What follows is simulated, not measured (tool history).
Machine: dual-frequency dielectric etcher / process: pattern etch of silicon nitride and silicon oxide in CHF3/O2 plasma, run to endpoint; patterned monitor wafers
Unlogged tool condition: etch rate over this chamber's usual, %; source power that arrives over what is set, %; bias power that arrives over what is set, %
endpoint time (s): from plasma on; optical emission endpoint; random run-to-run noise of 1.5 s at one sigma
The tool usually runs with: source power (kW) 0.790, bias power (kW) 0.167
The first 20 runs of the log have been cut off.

run	hour	source power (kW)	bias power (kW)	wafers since the last listed run	hours since the last wet clean	hours since the last source power generator calibration	hours since the last bias power generator calibration	hours since the last upper electrode change	incoming incoming film thickness, nm	endpoint time (s)
21	1476.0	0.790	0.167	1364	240.4	541.1	3574.6	3867.2	308.9	188.2
22	1569.0	0.620	0.125	721	333.4	634.1	3667.6	3960.2	311.2	228.8
23	1634.3	0.640	0.194	506	398.7	699.4	3732.9	4025.5	310.0	203.1
24	1719.9	0.660	0.132	664	484.3	785.0	3818.5	4111.1	313.3	220.3
# hour 1774.4: bias power generator calibrated
25	1781.2	0.650	0.126	444	545.6	846.3	6.8	4172.4	315.9	225.9
# hour 1808.1: wet clean of the chamber
26	1854.0	0.710	0.167	378	45.9	919.1	79.6	4245.2	311.6	198.5
27	1955.7	0.790	0.198	789	147.6	1020.8	181.3	4346.9	309.0	183.0
28	2023.3	0.870	0.149	524	215.2	1088.4	248.9	4414.5	313.0	188.4
# hour 2094.9: upper electrode replaced
29	2144.1	0.790	0.167	751	336.0	1209.2	369.7	49.2	309.5	190.3
30	2208.2	0.790	0.167	497	400.1	1273.3	433.8	113.3	315.6	194.1
31	2314.3	0.970	0.129	823	506.2	1379.4	539.9	219.4	313.6	186.1
# hour 2365.4: wet clean of the chamber
32	2376.5	0.980	0.137	296	11.1	1441.6	602.1	281.6	310.6	180.4
33	2649.4	0.660	0.167	2117	284.0	1714.5	875.0	554.5	314.6	207.9
34	2693.1	0.940	0.167	339	327.7	1758.2	918.7	598.2	313.6	180.4

5 options for the next run, each taken on its own from the tool as it stands now. Forecast them:
A	2693.6	0.790	0.201	3	328.2	1758.7	919.2	598.7	311.7	?
B	2693.6	0.950	0.180	3	328.2	1758.7	919.2	598.7	311.7	?
C	2693.6	0.790	0.185	3	328.2	1758.7	919.2	598.7	311.7	?
D	2693.6	0.790	0.145	3	328.2	1758.7	919.2	598.7	311.7	?
E	2693.6	0.790	0.197	3	328.2	1758.7	919.2	598.7	311.7	?

run	endpoint time (s)
A	184.4
B	174.5
C	188.2
D	199.1
E	185.4
Had the tool no hidden state, the same runs would have come out as:
run	endpoint time (s)
A	184.4
B	174.5
C	188.2
D	199.1
E	185.4
